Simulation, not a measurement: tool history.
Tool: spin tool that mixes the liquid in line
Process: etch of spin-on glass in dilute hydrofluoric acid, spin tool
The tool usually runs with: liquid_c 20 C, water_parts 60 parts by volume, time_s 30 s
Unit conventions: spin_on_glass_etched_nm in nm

run	hour	liquid_c	water_parts	time_s	read-back film thickness of the spin-on glass reference wafer, read on the same gauge (nm)	spin_on_glass_etched_nm
1	0	20	60	30	140.01	26.61
2	35.3	20	60	30	140	26.66
3	82.9	20	70	30	140.02	22.76
4	119.3	20	70	30	140	22.31
5	170.4	22.5	60	40	139.98	39.76
6	227	18	60	30	139.99	25.24
7	268.3	18	60	30	140.01	24.48
8	451.5	18	60	30	140.01	25.01
9	503.5	20	60	30	139.99	27.47
10	536.7	20	60	30	140	27.41
11	566.3	20	60	30	140	27.43
# hour 621.9: gauge calibrated
12	625.7	20	60	30	139.99	27.4
13	661.3	20	60	30	140.01	27.65
14	729.4	21.5	60	30	140.02	29.27
15	766.6	21.5	60	30	140	29.4
16	803.5	20	45	30	139.99	37.49
17	833.7	21.5	60	30	140	29.29
18	889.3	21.5	60	30	140.01	29.59
# hour 909.1: thermometer replaced
19	932.4	18	75	30	140	17.61
20	986.9	22.5	40	20	139.98	27.66
21	1035.7	20	30	30	139.99	52.25
22	1152	24.5	90	20	140	12.91
# hour 1161.3: hydrofluoric acid flow meter replaced
23	1179.2	20	50	15	139.99	14.88
24	1207.2	23.5	60	30	140.02	28.75
25	1240.2	24.5	75	30	140	23.24
26	1275	17	40	15	140.01	16.88
27	1316.7	22	50	45	139.99	49.06
28	1355.3	23.5	45	30	140.02	39.24
29	1396.5	17.5	35	30	139.99	40.21
30	1455.1	24.5	90	20	140.03	12.76

Consider 3 possible next runs. They are alternatives, not a sequence: every one starts from the tool as it was left by run 30. What does each give?
A	1455.5	20	60	30	?	?
B	1455.5	17	50	20	?	?
C	1455.5	20	60	40	?	?

run	read-back film thickness of the spin-on glass reference wafer, read on the same gauge (nm)	spin_on_glass_etched_nm
A	140.02	25.1
B	140.02	17.88
C	140.02	33.47
Without the tool's unlogged condition, the same runs would have read:
run	spin_on_glass_etched_nm
A	24.33
B	17.32
C	32.44
